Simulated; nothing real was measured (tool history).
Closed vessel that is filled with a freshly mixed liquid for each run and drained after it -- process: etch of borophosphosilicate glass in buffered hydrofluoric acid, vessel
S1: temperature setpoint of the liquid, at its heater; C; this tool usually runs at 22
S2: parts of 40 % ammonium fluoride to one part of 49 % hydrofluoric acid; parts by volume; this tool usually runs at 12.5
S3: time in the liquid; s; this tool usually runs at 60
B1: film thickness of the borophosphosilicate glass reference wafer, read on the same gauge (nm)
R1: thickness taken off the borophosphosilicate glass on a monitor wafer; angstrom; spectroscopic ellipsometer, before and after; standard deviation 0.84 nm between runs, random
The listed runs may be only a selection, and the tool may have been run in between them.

Run 1, hour 0: usual settings; B1 39.98. Result: R1 1104.4 angstrom.
Run 2, hour 55.2: usual settings but S1 24 C; B1 39.97. Result: R1 1226.9 angstrom.
Run 3, hour 158.6: usual settings but S1 24 C; B1 40.02. Result: R1 1230.7 angstrom.
Run 4, hour 258.1: usual settings; B1 40.01. Result: R1 1091.7 angstrom.
Run 5, hour 328.6: usual settings; B1 40.02. Result: R1 1104.3 angstrom.
Run 6, hour 490.1: usual settings; B1 40. Result: R1 1116.2 angstrom.
Run 7, hour 560.7: usual settings; B1 40.02. Result: R1 1102.1 angstrom.
Run 8, hour 615.9: usual settings; B1 39.99. Result: R1 1104.2 angstrom.
Run 9, hour 659.5: usual settings but S2 10 parts by volume; B1 39.98. Result: R1 1370 angstrom.
Run 10, hour 711.8: usual settings but S2 10 parts by volume; B1 39.98. Result: R1 1379.6 angstrom.
Run 11, hour 821.8: usual settings but S2 10 parts by volume; B1 40.01. Result: R1 1363.5 angstrom.
Run 12, hour 1081.9: usual settings but S3 30 s; B1 39.98. Result: R1 541.1 angstrom.
Run 13, hour 1174.4: usual settings but S3 30 s; B1 39.99. Result: R1 547.8 angstrom.
Run 14, hour 1267: usual settings but S3 30 s; B1 40.05. Result: R1 549 angstrom.
Run 15, hour 1319.7: usual settings but S1 19 C; B1 39.97. Result: R1 942.4 angstrom.
Run 16, hour 1393.5: usual settings; B1 40.05. Result: R1 1094.8 angstrom.
Run 17, hour 1470.9: usual settings; B1 40.01. Result: R1 1098.8 angstrom.
Run 18, hour 1541.5: usual settings; B1 40. Result: R1 1107.8 angstrom.
Run 19, hour 1632.2: usual settings; B1 39.99. Result: R1 1102.1 angstrom.
Run 20, hour 1726: usual settings but S1 26.5 C; B1 40.04. Result: R1 1414 angstrom.
Run 21, hour 1790.5: usual settings but S2 11 parts by volume; B1 40. Result: R1 1247.4 angstrom.
Run 22, hour 1837.3: usual settings but S1 25.5 C, S2 17 parts by volume; B1 39.98. Result: R1 980.4 angstrom.
Run 23, hour 1940.5: usual settings but S2 15 parts by volume, S3 45 s; B1 40.01. Result: R1 684.9 angstrom.
Run 24, hour 1985.7: usual settings but S3 50 s; B1 40.01. Result: R1 909.5 angstrom.
Run 25, hour 2125.1: usual settings but S1 24 C, S2 11 parts by volume; B1 40. Result: R1 1404.5 angstrom.
Run 26, hour 2163.2: usual settings but S2 15.5 parts by volume, S3 75 s; B1 39.98. Result: R1 1120.6 angstrom.
Run 27, hour 2242.1: usual settings but S1 24 C, S2 17.5 parts by volume, S3 45 s; B1 40.02. Result: R1 668.9 angstrom.
Run 28, hour 2390.7: usual settings but S1 19.5 C, S2 16 parts by volume; B1 40.02. Result: R1 755.2 angstrom.
Run 29, hour 2511.6: usual settings but S1 27 C, S2 9.5 parts by volume, S3 75 s; B1 39.96. Result: R1 2290.7 angstrom.
Run 30, hour 2576.8: usual settings but S1 18 C; B1 39.97. Result: R1 882.8 angstrom.
Run 31, hour 2640.9: usual settings but S2 17 parts by volume, S3 85 s; B1 40. Result: R1 1156.5 angstrom.
Run 32, hour 2709.8: usual settings; B1 40.01. Result: R1 1097.4 angstrom.

Not shown here: 5 entries made in the log between runs. Locate each between two listed runs and compare the hidden state at the listed run before it with the hidden state at the listed run after it:
Logged between run 1 and run 2: gauge calibrated (hour 32.7)
  nothing in the hidden state changes from one run to the other
Logged between run 11 and run 12: hydrofluoric acid flow meter replaced (hour 961.7)
  nothing in the hidden state changes from one run to the other
Logged between run 13 and run 14: thermometer replaced (hour 1213.6)
  nothing in the hidden state changes from one run to the other
Logged between run 21 and run 22: gauge calibrated (hour 1797.7)
  nothing in the hidden state changes from one run to the other
Logged between run 22 and run 23: hydrofluoric acid flow meter replaced (hour 1887.4)
  nothing in the hidden state changes from one run to the other
